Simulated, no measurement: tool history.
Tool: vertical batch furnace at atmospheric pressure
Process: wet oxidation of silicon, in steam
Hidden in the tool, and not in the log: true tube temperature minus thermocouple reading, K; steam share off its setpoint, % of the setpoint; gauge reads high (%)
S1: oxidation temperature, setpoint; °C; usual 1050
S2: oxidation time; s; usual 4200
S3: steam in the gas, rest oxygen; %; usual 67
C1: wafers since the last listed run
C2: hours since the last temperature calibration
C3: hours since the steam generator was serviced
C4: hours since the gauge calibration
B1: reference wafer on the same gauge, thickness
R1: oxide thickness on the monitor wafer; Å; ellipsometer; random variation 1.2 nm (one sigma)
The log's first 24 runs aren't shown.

Run 25, hour 1876.2: usual settings but S1 1066 °C, S2 5250 s, S3 74 %; C1 424; C2 3663; C3 591.2; C4 807.9; B1 593.72. Result: R1 6669.5 Å.
Run 26, hour 1942.4: usual settings; C1 490; C2 3729.2; C3 657.4; C4 874.1; B1 593.54. Result: R1 5112.8 Å.
Run 27, hour 1981.1: usual settings but S1 1035 °C, S2 2940 s, S3 57 %; C1 286; C2 3767.9; C3 696.1; C4 912.8; B1 594.43. Result: R1 3370.7 Å.
At hour 2019.5: thermocouples replaced and temperature profile calibrated.
Run 28, hour 2051.1: usual settings but S2 5040 s; C1 341; C2 31.6; C3 766.1; C4 982.8; B1 593.58. Result: R1 5555.5 Å.
Run 29, hour 2088.5: usual settings but S1 1036 °C, S3 61 %; C1 277; C2 69; C3 803.5; C4 1020.2; B1 594.35. Result: R1 4322.6 Å.
Run 30, hour 2129.1: usual settings but S1 1034 °C, S2 4890 s, S3 72 %; C1 301; C2 109.6; C3 844.1; C4 1060.8; B1 594.11. Result: R1 5243.8 Å.
Run 31, hour 2236: usual settings but S1 1066 °C, S2 2490 s, S3 73 %; C1 792; C2 216.5; C3 951; C4 1167.7; B1 594.2. Result: R1 4159 Å.
Run 32, hour 2338.7: usual settings but S1 1065 °C, S2 2430 s, S3 78 %; C1 761; C2 319.2; C3 1053.7; C4 1270.4; B1 594.35. Result: R1 4242.9 Å.
Run 33, hour 2420.2: usual settings but S1 1073 °C, S2 3180 s; C1 604; C2 400.7; C3 1135.2; C4 1351.9; B1 594.4. Result: R1 4763.3 Å.
Run 34, hour 2488.2: usual settings; C1 504; C2 468.7; C3 1203.2; C4 1419.9; B1 594.08. Result: R1 4983.4 Å.
Run 35, hour 2539.7: usual settings but S3 73 %; C1 381; C2 520.2; C3 1254.7; C4 1471.4; B1 593.64. Result: R1 5252.3 Å.
At hour 2578.5: gauge calibrated.
Run 36, hour 2613.3: usual settings but S2 5460 s, S3 56 %; C1 545; C2 593.8; C3 1328.3; C4 34.8; B1 594.39. Result: R1 5257.9 Å.
Run 37, hour 2684.6: usual settings; C1 528; C2 665.1; C3 1399.6; C4 106.1; B1 594.34. Result: R1 4988.1 Å.
Run 38, hour 2722.6: usual settings but S3 58 %; C1 281; C2 703.1; C3 1437.6; C4 144.1; B1 594.21. Result: R1 4563.4 Å.

Forecast each of these 3 alternatives for the next run:
Run A, hour 2728: usual settings; C1 40; C2 708.5; C3 1443; C4 149.5; B1 ?. Result: R1 ?.
Run B, hour 2728: usual settings but S1 1030 °C, S2 2220 s; C1 40; C2 708.5; C3 1443; C4 149.5; B1 ?. Result: R1 ?.
Run C, hour 2728: usual settings but S1 1061 °C, S2 5940 s, S3 71 %; C1 40; C2 708.5; C3 1443; C4 149.5; B1 ?. Result: R1 ?.

run      B1      R1
  A  593.96  4999.2
  B  593.96  2929.8
  C  593.96  6718.3
Without the tool's hidden state the same runs would have given:
run      R1
  A  4984.9
  B  2911.6
  C  6707.6
